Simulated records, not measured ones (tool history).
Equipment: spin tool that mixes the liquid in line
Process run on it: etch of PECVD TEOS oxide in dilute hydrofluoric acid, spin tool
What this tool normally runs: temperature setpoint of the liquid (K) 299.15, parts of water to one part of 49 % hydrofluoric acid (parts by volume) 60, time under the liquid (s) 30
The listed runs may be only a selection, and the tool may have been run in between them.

| run | hour | temperature setpoint of the liquid (K) | parts of water to one part of 49 % hydrofluoric acid (parts by volume) | time under the liquid (s) | read-back film thickness of the PECVD TEOS oxide reference wafer, read on the same gauge (nm) | thickness taken off the PECVD TEOS oxide on a monitor wafer (Å) |
|---|---|---|---|---|---|---|
| 1 | 0 | 297.65 | 60 | 15 | 150.02 | 76.4 |
| 2 | 15.7 | 299.15 | 60 | 30 | 150.01 | 162.4 |
| 3 | 24.4 | 299.15 | 60 | 30 | 150.01 | 163.7 |
| 4 | 40.7 | 299.15 | 60 | 30 | 149.99 | 162.7 |
| 5 | 50.7 | 299.15 | 60 | 15 | 150.01 | 81.5 |
| 6 | 61.9 | 299.15 | 60 | 15 | 150 | 81.7 |
| 7 | 76.8 | 299.15 | 60 | 30 | 150 | 163.4 |
| 8 | 84.4 | 299.15 | 60 | 30 | 150.02 | 162.7 |
|  | 102.9 | hydrofluoric acid flow meter replaced |
|  | 122.7 | gauge calibrated |
| 9 | 127.9 | 299.15 | 60 | 30 | 150.02 | 172.9 |
| 10 | 141.6 | 299.15 | 70 | 30 | 149.99 | 146.6 |
| 11 | 159.4 | 299.15 | 70 | 30 | 150.02 | 146.7 |
|  | 175.6 | hydrofluoric acid flow meter replaced, repeated, since the last time left the tool worse |
| 12 | 176.7 | 303.15 | 35 | 45 | 150.01 | 464 |
| 13 | 193.1 | 299.15 | 85 | 15 | 149.99 | 50.7 |
|  | 201.3 | thermometer replaced |
| 14 | 203.1 | 303.15 | 80 | 30 | 150.02 | 126.8 |
| 15 | 216.9 | 299.15 | 60 | 30 | 149.99 | 149.1 |
| 16 | 231.7 | 299.15 | 60 | 30 | 149.97 | 149.4 |
| 17 | 248.4 | 299.15 | 75 | 30 | 150.01 | 116.7 |
| 18 | 263.6 | 299.15 | 35 | 20 | 150.01 | 176.2 |
|  | 266.5 | gauge calibrated |
| 19 | 272.5 | 299.15 | 60 | 25 | 149.98 | 124.7 |
| 20 | 289.9 | 297.15 | 90 | 15 | 150 | 44.2 |
| 21 | 299.8 | 297.65 | 85 | 15 | 150.03 | 48.3 |

Run 22, settings as shown, results not yet in. Your forecast:
| 22 | 307.7 | 299.15 | 70 | 30 | ? | ? |

{"run 22": {"read-back film thickness of the PECVD TEOS oxide reference wafer, read on the same gauge (nm)": 150, "thickness taken off the PECVD TEOS oxide on a monitor wafer (Å)": 126.5}}
Take away the tool's hidden state, keep the run-to-run variation as it was, and the same run would have given thickness taken off the PECVD TEOS oxide on a monitor wafer (Å) 124.8.
